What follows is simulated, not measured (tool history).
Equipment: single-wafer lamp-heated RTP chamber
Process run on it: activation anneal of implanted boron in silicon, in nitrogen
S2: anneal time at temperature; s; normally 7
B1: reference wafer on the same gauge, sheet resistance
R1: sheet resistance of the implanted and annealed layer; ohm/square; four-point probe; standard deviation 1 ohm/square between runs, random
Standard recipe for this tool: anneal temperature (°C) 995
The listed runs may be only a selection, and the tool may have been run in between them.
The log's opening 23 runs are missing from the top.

-- day=25.621 pyrometer window cleaned and pyrometer calibrated
run 24 day=25.642 | anneal_temperature_(°C)=977 S2=4 | B1=290.80 | R1=318.05
run 25 day=26.146 | anneal_temperature_(°C)=995 S2=5 | B1=291.04 | R1=299.05
run 26 day=27.554 | anneal_temperature_(°C)=970 S2=5 | B1=291.25 | R1=324.06
run 27 day=28.850 | anneal_temperature_(°C)=995 S2=4 | B1=290.92 | R1=296.59
run 28 day=29.992 | anneal_temperature_(°C)=1020 S2=4 | B1=290.92 | R1=289.41
run 29 day=30.875 | anneal_temperature_(°C)=987 S2=4 | B1=290.87 | R1=300.02
run 30 day=32.225 | anneal_temperature_(°C)=995 S2=7 | B1=291.09 | R1=294.49
-- day=32.758 pyrometer window cleaned and pyrometer calibrated
run 31 day=32.950 | anneal_temperature_(°C)=984 S2=4 | B1=290.64 | R1=311.33
run 32 day=34.229 | anneal_temperature_(°C)=995 S2=7 | B1=290.96 | R1=298.22
run 33 day=34.908 | anneal_temperature_(°C)=1018 S2=7 | B1=290.93 | R1=290.33
run 34 day=35.958 | anneal_temperature_(°C)=995 S2=7 | B1=291.28 | R1=295.42
run 35 day=36.604 | anneal_temperature_(°C)=995 S2=7 | B1=290.89 | R1=296.70
run 36 day=37.500 | anneal_temperature_(°C)=995 S2=7 | B1=291.25 | R1=296.79

Each row is a separate what-if for the run after 36, all from the same tool condition, not one after another. Results?
run A day=37.517 | anneal_temperature_(°C)=970 S2=7 | B1=? | R1=?
run B day=37.517 | anneal_temperature_(°C)=1009 S2=7 | B1=? | R1=?
run C day=37.517 | anneal_temperature_(°C)=982 S2=10 | B1=? | R1=?
run D day=37.517 | anneal_temperature_(°C)=986 S2=5 | B1=? | R1=?
run E day=37.517 | anneal_temperature_(°C)=981 S2=10 | B1=? | R1=?

run=A B1=290.70 R1=314.10
run=B B1=290.70 R1=291.02
run=C B1=290.70 R1=300.15
run=D B1=290.70 R1=301.04
run=E B1=290.70 R1=300.86
Stripped of hidden state, with their random variation kept, the same runs would have yielded:
run=A R1=336.40
run=B R1=294.90
run=C R1=313.51
run=D R1=313.35
run=E R1=314.82

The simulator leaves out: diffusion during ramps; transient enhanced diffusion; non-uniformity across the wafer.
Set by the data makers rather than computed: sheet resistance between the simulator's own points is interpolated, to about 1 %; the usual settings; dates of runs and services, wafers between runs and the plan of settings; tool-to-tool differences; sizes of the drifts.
